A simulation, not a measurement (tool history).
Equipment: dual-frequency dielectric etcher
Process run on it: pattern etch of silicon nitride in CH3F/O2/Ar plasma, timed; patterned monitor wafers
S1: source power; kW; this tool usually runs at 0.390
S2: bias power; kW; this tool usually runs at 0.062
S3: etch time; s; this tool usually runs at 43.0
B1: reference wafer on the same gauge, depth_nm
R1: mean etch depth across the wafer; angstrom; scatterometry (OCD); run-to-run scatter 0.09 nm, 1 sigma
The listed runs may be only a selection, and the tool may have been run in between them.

{"run": 1, "hour": 0.0, "S1": 0.39, "S2": 0.057, "S3": 43.0, "B1": 24.8, "R1": 295.9}
{"hour": 30.2, "done": "wet clean of the chamber"}
{"run": 2, "hour": 30.7, "S1": 0.39, "S2": 0.066, "S3": 52.5, "B1": 24.8, "R1": 368.3}
{"run": 3, "hour": 31.0, "S1": 0.39, "S2": 0.062, "S3": 51.5, "B1": 24.81, "R1": 355.9}
{"run": 4, "hour": 31.3, "S1": 0.39, "S2": 0.062, "S3": 51.5, "B1": 24.78, "R1": 358.7}
{"run": 5, "hour": 41.8, "S1": 0.39, "S2": 0.062, "S3": 51.5, "B1": 24.81, "R1": 356.8}
{"run": 6, "hour": 51.4, "S1": 0.39, "S2": 0.062, "S3": 43.0, "B1": 24.8, "R1": 298.5}
{"hour": 64.1, "done": "bias power generator calibrated"}
{"run": 7, "hour": 64.6, "S1": 0.39, "S2": 0.056, "S3": 35.0, "B1": 24.8, "R1": 237.2}
{"run": 8, "hour": 68.5, "S1": 0.39, "S2": 0.056, "S3": 35.0, "B1": 24.8, "R1": 236.8}
{"run": 9, "hour": 80.9, "S1": 0.39, "S2": 0.062, "S3": 43.0, "B1": 24.79, "R1": 299.1}
{"run": 10, "hour": 95.7, "S1": 0.39, "S2": 0.062, "S3": 43.0, "B1": 24.79, "R1": 299.0}
{"hour": 101.4, "done": "source power generator calibrated"}
{"run": 11, "hour": 108.6, "S1": 0.39, "S2": 0.062, "S3": 43.0, "B1": 24.81, "R1": 299.0}
{"run": 12, "hour": 124.7, "S1": 0.39, "S2": 0.062, "S3": 43.0, "B1": 24.81, "R1": 299.4}
{"hour": 162.8, "done": "upper electrode replaced"}
{"run": 13, "hour": 163.3, "S1": 0.39, "S2": 0.062, "S3": 43.0, "B1": 24.8, "R1": 298.9}
{"run": 14, "hour": 163.7, "S1": 0.33, "S2": 0.068, "S3": 43.0, "B1": 24.8, "R1": 274.8}
{"hour": 189.1, "done": "gauge calibrated"}
{"run": 15, "hour": 195.3, "S1": 0.39, "S2": 0.062, "S3": 53.5, "B1": 24.8, "R1": 372.7}
{"run": 16, "hour": 202.7, "S1": 0.39, "S2": 0.062, "S3": 36.0, "B1": 24.79, "R1": 250.8}
{"run": 17, "hour": 212.0, "S1": 0.39, "S2": 0.062, "S3": 43.0, "B1": 24.81, "R1": 300.7}
{"run": 18, "hour": 229.7, "S1": 0.35, "S2": 0.062, "S3": 43.0, "B1": 24.8, "R1": 280.4}
{"run": 19, "hour": 241.3, "S1": 0.39, "S2": 0.062, "S3": 43.0, "B1": 24.8, "R1": 298.9}
{"run": 20, "hour": 257.0, "S1": 0.48, "S2": 0.053, "S3": 54.5, "B1": 24.78, "R1": 415.0}
{"run": 21, "hour": 270.6, "S1": 0.33, "S2": 0.075, "S3": 52.5, "B1": 24.81, "R1": 347.4}
{"run": 22, "hour": 278.8, "S1": 0.39, "S2": 0.071, "S3": 33.5, "B1": 24.8, "R1": 241.4}
{"run": 23, "hour": 292.5, "S1": 0.39, "S2": 0.062, "S3": 43.0, "B1": 24.8, "R1": 300.5}
{"run": 24, "hour": 304.9, "S1": 0.33, "S2": 0.075, "S3": 52.5, "B1": 24.79, "R1": 346.2}
{"run": 25, "hour": 321.5, "S1": 0.46, "S2": 0.046, "S3": 51.5, "B1": 24.81, "R1": 370.5}
{"run": 26, "hour": 327.7, "S1": 0.48, "S2": 0.062, "S3": 52.5, "B1": 24.79, "R1": 415.6}
{"run": 27, "hour": 345.3, "S1": 0.42, "S2": 0.054, "S3": 43.0, "B1": 24.8, "R1": 304.1}
{"run": 28, "hour": 355.2, "S1": 0.29, "S2": 0.054, "S3": 49.5, "B1": 24.8, "R1": 274.3}
{"run": 29, "hour": 363.3, "S1": 0.39, "S2": 0.062, "S3": 51.5, "B1": 24.81, "R1": 359.8}

5 ways to go on from here, each from the tool as it stands after run 29. What would each give?
{"run": "A", "hour": 363.7, "S1": 0.39, "S2": 0.051, "S3": 43.0, "B1": "?", "R1": "?"}
{"run": "B", "hour": 363.7, "S1": 0.39, "S2": 0.062, "S3": 52.5, "B1": "?", "R1": "?"}
{"run": "C", "hour": 363.7, "S1": 0.33, "S2": 0.052, "S3": 38.5, "B1": "?", "R1": "?"}
{"run": "D", "hour": 363.7, "S1": 0.39, "S2": 0.05, "S3": 43.0, "B1": "?", "R1": "?"}
{"run": "E", "hour": 363.7, "S1": 0.39, "S2": 0.07, "S3": 43.0, "B1": "?", "R1": "?"}

run=A B1=24.80 R1=286.8
run=B B1=24.80 R1=367.0
run=C B1=24.80 R1=231.3
run=D B1=24.80 R1=285.5
run=E B1=24.80 R1=310.1
Had the tool no hidden state, the same runs would have come out as:
run=A R1=282.8
run=B R1=361.8
run=C R1=228.0
run=D R1=281.5
run=E R1=305.8
